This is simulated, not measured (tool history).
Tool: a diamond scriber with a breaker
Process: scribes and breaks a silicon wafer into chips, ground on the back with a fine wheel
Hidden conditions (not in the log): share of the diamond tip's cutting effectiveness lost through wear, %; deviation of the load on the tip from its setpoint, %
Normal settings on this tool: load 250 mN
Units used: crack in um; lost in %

run	hour	load	wafers since the last listed run	hours since the diamond tip was replaced	hours since the load on the tip was calibrated	incoming depth of the damage left on the back of the incoming wafer, um	crack	lost
1	0	250	0	357.3	244.4	1.67	7.78	5.98
2	44.4	227	54	401.7	288.8	2.67	6.92	13.66
3	109.1	250	80	466.4	353.5	2	7.45	7.4
# hour 124.7: diamond tip replaced by a new one
4	160.9	250	61	36.2	405.3	2.63	8.86	3.9
5	222.9	250	76	98.2	467.3	1.96	8.3	3.72
6	255.9	250	40	131.2	500.3	2.32	7.82	5.87
7	295.5	250	49	170.8	539.9	2.8	7.82	9.22
8	339.7	250	54	215	584.1	1.75	7.45	7.44
# hour 533.2: load on the tip recalibrated
9	555.1	250	264	430.4	21.9	1.7	7.59	7.19
# hour 573.4: diamond tip replaced by a new one
10	624.5	250	83	51.1	91.3	2.82	8.7	4.61
11	649.7	204	31	76.3	116.5	1.63	7.24	7.99
12	686.5	228	45	113.1	153.3	2.09	7.63	6.76
13	738.8	250	64	165.4	205.6	2.34	7.95	5.93
14	881.2	295	176	307.8	348	2.92	8.56	5.23
15	932.5	186	63	359.1	399.3	2.43	5.99	27.74
# hour 970.5: diamond tip replaced by a new one
16	983.3	250	60	12.8	450.1	1.71	8.64	2.4
17	1010.8	196	34	40.3	477.6	2.15	6.92	13.82
18	1038.9	295	34	68.4	505.7	2.81	9.24	3.84
19	1069.3	276	37	98.8	536.1	2.65	8.17	5.75

Alternative continuations, all from the tool just after run 19; predict every row:
A	1070	250	0	99.5	536.8	2.02	?	?
B	1070	302	0	99.5	536.8	2.02	?	?
C	1070	270	0	99.5	536.8	2.02	?	?
D	1070	193	0	99.5	536.8	2.02	?	?
E	1070	187	0	99.5	536.8	2.02	?	?

run	crack	lost
A	7.73	6.62
B	8.88	2.25
C	8.18	4.29
D	6.36	19.5
E	6.21	21.53
With the hidden condition removed and each run's random variation left untouched, the same runs would have given:
run	crack	lost
A	9.33	1.81
B	10.72	3.76
C	9.87	2.05
D	7.68	6.91
E	7.5	8.15

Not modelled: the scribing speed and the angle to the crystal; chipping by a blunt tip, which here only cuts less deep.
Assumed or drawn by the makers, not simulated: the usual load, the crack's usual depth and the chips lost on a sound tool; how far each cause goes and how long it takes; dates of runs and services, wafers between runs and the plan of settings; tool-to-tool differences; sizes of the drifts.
